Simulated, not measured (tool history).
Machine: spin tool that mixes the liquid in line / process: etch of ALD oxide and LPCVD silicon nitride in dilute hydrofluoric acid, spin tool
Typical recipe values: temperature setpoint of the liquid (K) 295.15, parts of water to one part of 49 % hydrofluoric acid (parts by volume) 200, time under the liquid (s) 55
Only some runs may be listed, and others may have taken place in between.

run,hour,temperature setpoint of the liquid (K),parts of water to one part of 49 % hydrofluoric acid (parts by volume),time under the liquid (s),wafers since the last listed run,hours since the thermometer was replaced,hours since the hydrofluoric acid flow meter was replaced,hours since the gauge calibration,"read-back film thickness of the ALD oxide reference wafer, read on the same gauge (nm)",thickness taken off the ALD oxide on a monitor wafer (nm)
1,0.0,295.15,200,55,0,84.0,69.4,55.4,49.98,6.26
2,16.9,295.15,200,55,263,100.9,86.3,72.3,50.00,6.22
3,50.2,299.15,200,45,519,134.2,119.6,105.6,50.00,5.87
4,72.4,298.65,125,55,346,156.4,141.8,127.8,50.00,12.25
5,101.3,297.65,200,55,451,185.3,170.7,156.7,50.01,6.76
6,118.3,296.65,200,50,265,202.3,187.7,173.7,50.01,5.96
7,148.8,298.65,300,55,476,232.8,218.2,204.2,50.01,4.23
8,178.1,290.65,285,30,457,262.1,247.5,233.5,49.99,1.83
9,193.0,290.15,200,55,232,277.0,262.4,248.4,49.99,5.04
10,228.0,299.65,200,55,546,312.0,297.4,283.4,50.00,7.17
11,244.1,299.65,160,55,251,328.1,313.5,299.5,50.00,9.41
12,258.9,293.65,200,45,231,342.9,328.3,314.3,50.00,4.66
13,365.7,295.15,200,55,1667,449.7,435.1,421.1,49.98,6.06
14,381.0,295.15,290,55,238,465.0,450.4,436.4,50.01,3.81
15,408.9,290.65,260,40,435,492.9,478.3,464.3,49.99,2.65
# hour 421.1: thermometer replaced
16,426.6,298.65,110,55,260,5.5,496.0,482.0,50.00,14.30
17,477.3,295.15,200,55,791,56.2,546.7,532.7,49.99,6.20
18,493.1,295.15,240,55,246,72.0,562.5,548.5,49.98,4.92
19,528.3,298.15,275,30,549,107.2,597.7,583.7,49.99,2.52
20,559.4,295.15,200,55,485,138.3,628.8,614.8,50.02,6.13
21,590.2,295.15,200,55,480,169.1,659.6,645.6,49.99,6.14
22,615.6,295.15,200,55,396,194.5,685.0,671.0,50.01,6.16
23,629.4,298.65,200,55,215,208.3,698.8,684.8,49.99,6.97
24,645.0,298.15,165,75,243,223.9,714.4,700.4,50.01,11.75
25,663.2,295.15,200,65,284,242.1,732.6,718.6,50.01,7.19
26,695.2,290.65,285,30,499,274.1,764.6,750.6,49.99,1.82

Here are 4 independent what-if runs from the current tool condition. What would each one return?
A,695.6,295.15,165,55,6,274.5,765.0,751.0,?,?
B,695.6,295.15,200,85,6,274.5,765.0,751.0,?,?
C,695.6,290.65,240,55,6,274.5,765.0,751.0,?,?
D,695.6,297.65,225,55,6,274.5,765.0,751.0,?,?

run,"read-back film thickness of the ALD oxide reference wafer, read on the same gauge (nm)",thickness taken off the ALD oxide on a monitor wafer (nm)
A,50.00,7.64
B,50.00,9.40
C,50.00,4.10
D,50.00,5.79
Without the tool's hidden state the same runs would have given:
run,thickness taken off the ALD oxide on a monitor wafer (nm)
A,7.89
B,9.70
C,4.24
D,5.96

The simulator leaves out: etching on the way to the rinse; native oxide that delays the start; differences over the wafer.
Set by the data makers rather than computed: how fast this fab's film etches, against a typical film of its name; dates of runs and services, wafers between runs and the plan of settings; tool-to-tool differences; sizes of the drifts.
